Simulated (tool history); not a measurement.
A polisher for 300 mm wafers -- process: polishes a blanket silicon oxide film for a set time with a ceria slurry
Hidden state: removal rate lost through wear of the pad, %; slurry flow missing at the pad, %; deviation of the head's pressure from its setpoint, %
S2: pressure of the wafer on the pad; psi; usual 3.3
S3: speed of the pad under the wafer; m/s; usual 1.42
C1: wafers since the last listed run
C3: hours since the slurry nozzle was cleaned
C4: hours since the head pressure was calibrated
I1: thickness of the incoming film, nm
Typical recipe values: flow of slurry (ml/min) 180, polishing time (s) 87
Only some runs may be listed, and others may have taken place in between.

run 1 day=0.000 | flow_of_slurry_(ml/min)=180 S2=3.3 S3=1.42 polishing_time_(s)=75 | C1=0 wafers_polished_on_this_pad=733 C3=708.1 C4=555.8 | I1=1878.8 | film_removed_(angstrom)=5452
run 2 day=3.975 | flow_of_slurry_(ml/min)=180 S2=3.3 S3=1.42 polishing_time_(s)=75 | C1=1103 wafers_polished_on_this_pad=1837 C3=803.5 C4=651.2 | I1=1882.9 | film_removed_(angstrom)=5316
-- day=6.962 slurry nozzle cleaned
run 3 day=8.233 | flow_of_slurry_(ml/min)=180 S2=3.3 S3=1.76 polishing_time_(s)=87 | C1=1170 wafers_polished_on_this_pad=3007 C3=30.5 C4=753.4 | I1=1903.6 | film_removed_(angstrom)=7282
run 4 day=11.654 | flow_of_slurry_(ml/min)=180 S2=3.3 S3=1.76 polishing_time_(s)=87 | C1=949 wafers_polished_on_this_pad=3957 C3=112.6 C4=835.5 | I1=1866.8 | film_removed_(angstrom)=7119
-- day=12.212 head pressure recalibrated
run 5 day=13.188 | flow_of_slurry_(ml/min)=180 S2=3.3 S3=1.42 polishing_time_(s)=87 | C1=402 wafers_polished_on_this_pad=4360 C3=149.4 C4=23.4 | I1=1904.5 | film_removed_(angstrom)=6444
run 6 day=15.617 | flow_of_slurry_(ml/min)=180 S2=3.3 S3=1.42 polishing_time_(s)=87 | C1=674 wafers_polished_on_this_pad=5034 C3=207.7 C4=81.7 | I1=1895.1 | film_removed_(angstrom)=6494
run 7 day=17.133 | flow_of_slurry_(ml/min)=180 S2=2.7 S3=1.42 polishing_time_(s)=87 | C1=421 wafers_polished_on_this_pad=5455 C3=244.1 C4=118.1 | I1=1887.7 | film_removed_(angstrom)=5381
-- day=20.908 worn pad replaced by a new one
run 8 day=29.046 | flow_of_slurry_(ml/min)=180 S2=2.7 S3=1.42 polishing_time_(s)=87 | C1=3260 wafers_polished_on_this_pad=2258 C3=530.0 C4=404.0 | I1=1877.9 | film_removed_(angstrom)=5289
run 9 day=31.625 | flow_of_slurry_(ml/min)=180 S2=2.4 S3=1.42 polishing_time_(s)=67 | C1=716 wafers_polished_on_this_pad=2974 C3=591.9 C4=465.9 | I1=1860.1 | film_removed_(angstrom)=3589
run 10 day=33.846 | flow_of_slurry_(ml/min)=180 S2=2.4 S3=1.42 polishing_time_(s)=67 | C1=616 wafers_polished_on_this_pad=3591 C3=645.2 C4=519.2 | I1=1888.6 | film_removed_(angstrom)=3574
run 11 day=37.525 | flow_of_slurry_(ml/min)=180 S2=3.3 S3=1.02 polishing_time_(s)=87 | C1=1021 wafers_polished_on_this_pad=4612 C3=733.5 C4=607.5 | I1=1885.2 | film_removed_(angstrom)=4252
run 12 day=39.442 | flow_of_slurry_(ml/min)=180 S2=3.3 S3=1.02 polishing_time_(s)=87 | C1=532 wafers_polished_on_this_pad=5144 C3=779.5 C4=653.5 | I1=1846.8 | film_removed_(angstrom)=4304
-- day=40.175 slurry nozzle cleaned
run 13 day=41.117 | flow_of_slurry_(ml/min)=180 S2=3.3 S3=1.02 polishing_time_(s)=87 | C1=453 wafers_polished_on_this_pad=5598 C3=22.6 C4=693.7 | I1=1881.2 | film_removed_(angstrom)=4152
-- day=44.246 head pressure recalibrated
run 14 day=45.396 | flow_of_slurry_(ml/min)=180 S2=3.3 S3=1.42 polishing_time_(s)=87 | C1=1164 wafers_polished_on_this_pad=6763 C3=125.3 C4=27.6 | I1=1852.9 | film_removed_(angstrom)=6664
-- day=47.021 worn pad replaced by a new one
run 15 day=50.558 | flow_of_slurry_(ml/min)=180 S2=3.3 S3=1.18 polishing_time_(s)=87 | C1=1386 wafers_polished_on_this_pad=981 C3=249.2 C4=151.5 | I1=1878.4 | film_removed_(angstrom)=5525
run 16 day=53.358 | flow_of_slurry_(ml/min)=180 S2=3.3 S3=1.18 polishing_time_(s)=87 | C1=777 wafers_polished_on_this_pad=1759 C3=316.4 C4=218.7 | I1=1892.3 | film_removed_(angstrom)=5466
run 17 day=56.092 | flow_of_slurry_(ml/min)=180 S2=3.3 S3=1.42 polishing_time_(s)=87 | C1=758 wafers_polished_on_this_pad=2517 C3=382.0 C4=284.3 | I1=1886.6 | film_removed_(angstrom)=6677
run 18 day=57.908 | flow_of_slurry_(ml/min)=180 S2=3.3 S3=1.42 polishing_time_(s)=87 | C1=504 wafers_polished_on_this_pad=3022 C3=425.6 C4=327.9 | I1=1890.6 | film_removed_(angstrom)=6505
run 19 day=61.450 | flow_of_slurry_(ml/min)=180 S2=3.3 S3=1.90 polishing_time_(s)=87 | C1=983 wafers_polished_on_this_pad=4005 C3=510.6 C4=412.9 | I1=1868.4 | film_removed_(angstrom)=8613
run 20 day=63.408 | flow_of_slurry_(ml/min)=180 S2=3.3 S3=1.42 polishing_time_(s)=87 | C1=543 wafers_polished_on_this_pad=4549 C3=557.6 C4=459.9 | I1=1877.7 | film_removed_(angstrom)=6399
run 21 day=66.596 | flow_of_slurry_(ml/min)=130 S2=2.6 S3=1.42 polishing_time_(s)=87 | C1=884 wafers_polished_on_this_pad=5433 C3=634.1 C4=536.4 | I1=1891.1 | film_removed_(angstrom)=4745
run 22 day=68.688 | flow_of_slurry_(ml/min)=160 S2=3.8 S3=1.42 polishing_time_(s)=87 | C1=580 wafers_polished_on_this_pad=6014 C3=684.3 C4=586.6 | I1=1898.2 | film_removed_(angstrom)=6928
run 23 day=71.017 | flow_of_slurry_(ml/min)=120 S2=3.3 S3=1.42 polishing_time_(s)=72 | C1=646 wafers_polished_on_this_pad=6661 C3=740.2 C4=642.5 | I1=1860.5 | film_removed_(angstrom)=4596
-- day=72.175 worn pad replaced by a new one
run 24 day=74.625 | flow_of_slurry_(ml/min)=180 S2=3.3 S3=1.42 polishing_time_(s)=87 | C1=955 wafers_polished_on_this_pad=680 C3=826.8 C4=729.1 | I1=1864.5 | film_removed_(angstrom)=5926
-- day=74.692 slurry nozzle cleaned
run 25 day=77.679 | flow_of_slurry_(ml/min)=235 S2=2.9 S3=1.58 polishing_time_(s)=87 | C1=836 wafers_polished_on_this_pad=1516 C3=71.7 C4=802.4 | I1=1850.5 | film_removed_(angstrom)=5905
-- day=78.788 head pressure recalibrated
run 26 day=80.254 | flow_of_slurry_(ml/min)=180 S2=4.2 S3=1.42 polishing_time_(s)=87 | C1=691 wafers_polished_on_this_pad=2208 C3=133.5 C4=35.2 | I1=1867.3 | film_removed_(angstrom)=7942
run 27 day=84.546 | flow_of_slurry_(ml/min)=180 S2=2.9 S3=1.42 polishing_time_(s)=105 | C1=1191 wafers_polished_on_this_pad=3399 C3=236.5 C4=138.2 | I1=1906.4 | film_removed_(angstrom)=7002
run 28 day=86.988 | flow_of_slurry_(ml/min)=180 S2=3.7 S3=1.78 polishing_time_(s)=99 | C1=677 wafers_polished_on_this_pad=4077 C3=295.1 C4=196.8 | I1=1857.2 | film_removed_(angstrom)=10247
run 29 day=89.296 | flow_of_slurry_(ml/min)=230 S2=3.3 S3=1.04 polishing_time_(s)=87 | C1=640 wafers_polished_on_this_pad=4718 C3=350.5 C4=252.2 | I1=1882.1 | film_removed_(angstrom)=4813
run 30 day=91.442 | flow_of_slurry_(ml/min)=180 S2=3.3 S3=1.04 polishing_time_(s)=87 | C1=595 wafers_polished_on_this_pad=5314 C3=402.0 C4=303.7 | I1=1888.5 | film_removed_(angstrom)=4769
-- day=92.646 worn pad replaced by a new one
run 31 day=95.300 | flow_of_slurry_(ml/min)=180 S2=3.3 S3=1.42 polishing_time_(s)=87 | C1=1024 wafers_polished_on_this_pad=736 C3=494.6 C4=396.3 | I1=1865.2 | film_removed_(angstrom)=6246
run 32 day=98.333 | flow_of_slurry_(ml/min)=230 S2=3.3 S3=1.42 polishing_time_(s)=109 | C1=842 wafers_polished_on_this_pad=1578 C3=567.4 C4=469.1 | I1=1873.3 | film_removed_(angstrom)=8130
run 33 day=101.212 | flow_of_slurry_(ml/min)=180 S2=2.4 S3=1.42 polishing_time_(s)=78 | C1=799 wafers_polished_on_this_pad=2378 C3=636.5 C4=538.2 | I1=1892.8 | film_removed_(angstrom)=4113
run 34 day=103.929 | flow_of_slurry_(ml/min)=180 S2=3.3 S3=1.42 polishing_time_(s)=105 | C1=754 wafers_polished_on_this_pad=3132 C3=701.7 C4=603.4 | I1=1849.9 | film_removed_(angstrom)=7403
run 35 day=105.825 | flow_of_slurry_(ml/min)=180 S2=3.9 S3=1.42 polishing_time_(s)=66 | C1=526 wafers_polished_on_this_pad=3658 C3=747.2 C4=648.9 | I1=1881.2 | film_removed_(angstrom)=5253
run 36 day=109.671 | flow_of_slurry_(ml/min)=180 S2=3.3 S3=1.42 polishing_time_(s)=87 | C1=1067 wafers_polished_on_this_pad=4726 C3=839.5 C4=741.2 | I1=1870.2 | film_removed_(angstrom)=5863
-- day=111.033 slurry nozzle cleaned
-- day=112.096 head pressure recalibrated
run 37 day=113.554 | flow_of_slurry_(ml/min)=230 S2=4.1 S3=1.70 polishing_time_(s)=87 | C1=1043 wafers_polished_on_this_pad=5769 C3=60.5 C4=35.0 | I1=1878.6 | film_removed_(angstrom)=9902

Hidden state, per run?
removal rate lost through wear of the pad, %: 0 in every run
slurry flow missing at the pad, %: 0 in every run
H1: deviation of the head's pressure from its setpoint, %
run=1 H1=-5.59
run=2 H1=-8.08
run=3 H1=-11.2
run=4 H1=-14
run=5 H1=-2.88
run=6 H1=-3.01
run=7 H1=-3.17
run=8 H1=-6.39
run=9 H1=-7.55
run=10 H1=-8.68
run=11 H1=-10.8
run=12 H1=-12.1
run=13 H1=-13.3
run=14 H1=-0.918
run=15 H1=-1.4
run=16 H1=-1.93
run=17 H1=-2.65
run=18 H1=-3.22
run=19 H1=-4.58
run=20 H1=-5.47
run=21 H1=-7.11
run=22 H1=-8.33
run=23 H1=-9.81
run=24 H1=-12.4
run=25 H1=-14.8
run=26 H1=-2.02
run=27 H1=-2.4
run=28 H1=-2.83
run=29 H1=-3.36
run=30 H1=-3.98
run=31 H1=-5.38
run=32 H1=-6.74
run=33 H1=-8.24
run=34 H1=-9.85
run=35 H1=-11.1
run=36 H1=-13.8
run=37 H1=-0.935
